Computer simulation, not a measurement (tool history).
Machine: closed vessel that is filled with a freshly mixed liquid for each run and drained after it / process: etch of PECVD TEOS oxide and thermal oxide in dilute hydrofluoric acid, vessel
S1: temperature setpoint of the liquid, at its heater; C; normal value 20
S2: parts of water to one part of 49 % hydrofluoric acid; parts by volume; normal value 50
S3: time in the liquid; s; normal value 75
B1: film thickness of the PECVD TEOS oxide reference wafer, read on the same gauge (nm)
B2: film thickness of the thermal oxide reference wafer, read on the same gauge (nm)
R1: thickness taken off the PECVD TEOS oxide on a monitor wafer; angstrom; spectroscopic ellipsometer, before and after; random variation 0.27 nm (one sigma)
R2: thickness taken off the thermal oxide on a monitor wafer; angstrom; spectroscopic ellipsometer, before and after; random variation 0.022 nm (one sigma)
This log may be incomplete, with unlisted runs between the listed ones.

run 1 day=0 | S1=20 S2=50 S3=75 | B1=150.01 B2=59.98 | R1=261.5 R2=59.4
run 2 day=1.438 | S1=20 S2=50 S3=40 | B1=150.02 B2=60.01 | R1=140.2 R2=31.5
run 3 day=2.875 | S1=20 S2=50 S3=40 | B1=149.98 B2=59.99 | R1=137.2 R2=31.7
run 4 day=4.529 | S1=20 S2=65 S3=75 | B1=149.98 B2=60 | R1=198.5 R2=44.2
run 5 day=7.317 | S1=20 S2=65 S3=75 | B1=150.01 B2=60 | R1=193.7 R2=44.2
run 6 day=8.442 | S1=20 S2=65 S3=75 | B1=149.99 B2=59.95 | R1=195.4 R2=43.9
run 7 day=10.879 | S1=17 S2=50 S3=75 | B1=149.99 B2=59.99 | R1=222.3 R2=51.3
-- day=11.7 thermometer replaced
run 8 day=12.742 | S1=17 S2=50 S3=75 | B1=149.99 B2=59.97 | R1=225.5 R2=50.8
run 9 day=15.571 | S1=17 S2=50 S3=75 | B1=150.02 B2=60.04 | R1=223 R2=50.4
run 10 day=17.017 | S1=20 S2=50 S3=75 | B1=149.99 B2=60.01 | R1=252.1 R2=57.4
run 11 day=18.225 | S1=22 S2=60 S3=75 | B1=149.98 B2=60.02 | R1=226.7 R2=51.2
run 12 day=20.983 | S1=17 S2=40 S3=75 | B1=149.97 B2=60.02 | R1=275.9 R2=63.1
run 13 day=22.404 | S1=22 S2=70 S3=110 | B1=150.03 B2=60.03 | R1=276.3 R2=62.5
-- day=22.7 hydrofluoric acid flow meter replaced
-- day=22.754 gauge calibrated
run 14 day=23.65 | S1=20 S2=40 S3=115 | B1=150 B2=59.97 | R1=549 R2=123.7
run 15 day=24.929 | S1=24.5 S2=50 S3=75 | B1=150 B2=60 | R1=335.8 R2=76
run 16 day=26.296 | S1=20 S2=50 S3=75 | B1=150 B2=60.02 | R1=274.7 R2=62.5
run 17 day=27.462 | S1=20 S2=40 S3=115 | B1=150.04 B2=59.98 | R1=530.4 R2=122.7
run 18 day=28.683 | S1=17 S2=70 S3=90 | B1=150.02 B2=59.99 | R1=204.6 R2=46.1
run 19 day=30.121 | S1=20 S2=50 S3=100 | B1=150.01 B2=60.01 | R1=367.7 R2=83.9
run 20 day=31.479 | S1=20 S2=50 S3=75 | B1=150.04 B2=59.99 | R1=270.3 R2=62.1
run 21 day=33.817 | S1=20 S2=50 S3=105 | B1=150.03 B2=60 | R1=384 R2=86.2
run 22 day=36.362 | S1=18.5 S2=25 S3=75 | B1=149.99 B2=60 | R1=528.3 R2=119.2
run 23 day=38.854 | S1=20 S2=40 S3=115 | B1=149.99 B2=60.01 | R1=533.7 R2=120.4
run 24 day=41.783 | S1=20 S2=50 S3=75 | B1=149.95 B2=59.99 | R1=266.3 R2=61
run 25 day=50.288 | S1=17 S2=65 S3=60 | B1=150.02 B2=59.98 | R1=138.2 R2=32

5 options for the next run, each taken on its own from the tool as it stands now. Forecast them:
run A day=50.317 | S1=20 S2=50 S3=75 | B1=? B2=? | R1=? R2=?
run B day=50.317 | S1=25 S2=50 S3=95 | B1=? B2=? | R1=? R2=?
run C day=50.317 | S1=20 S2=50 S3=35 | B1=? B2=? | R1=? R2=?
run D day=50.317 | S1=24.5 S2=35 S3=120 | B1=? B2=? | R1=? R2=?
run E day=50.317 | S1=17 S2=35 S3=40 | B1=? B2=? | R1=? R2=?

run=A B1=150 B2=59.98 R1=264.1 R2=59.9
run=B B1=150 B2=59.98 R1=411.7 R2=93.4
run=C B1=150 B2=59.98 R1=123.2 R2=28
run=D B1=150 B2=59.98 R1=743.8 R2=168.7
run=E B1=150 B2=59.98 R1=180.1 R2=40.9
The same runs, with their run-to-run variation unchanged, on a tool lacking any hidden condition would have given:
run=A R1=281.9 R2=64
run=B R1=439.7 R2=99.8
run=C R1=131.5 R2=29.8
run=D R1=793.3 R2=180
run=E R1=192 R2=43.6
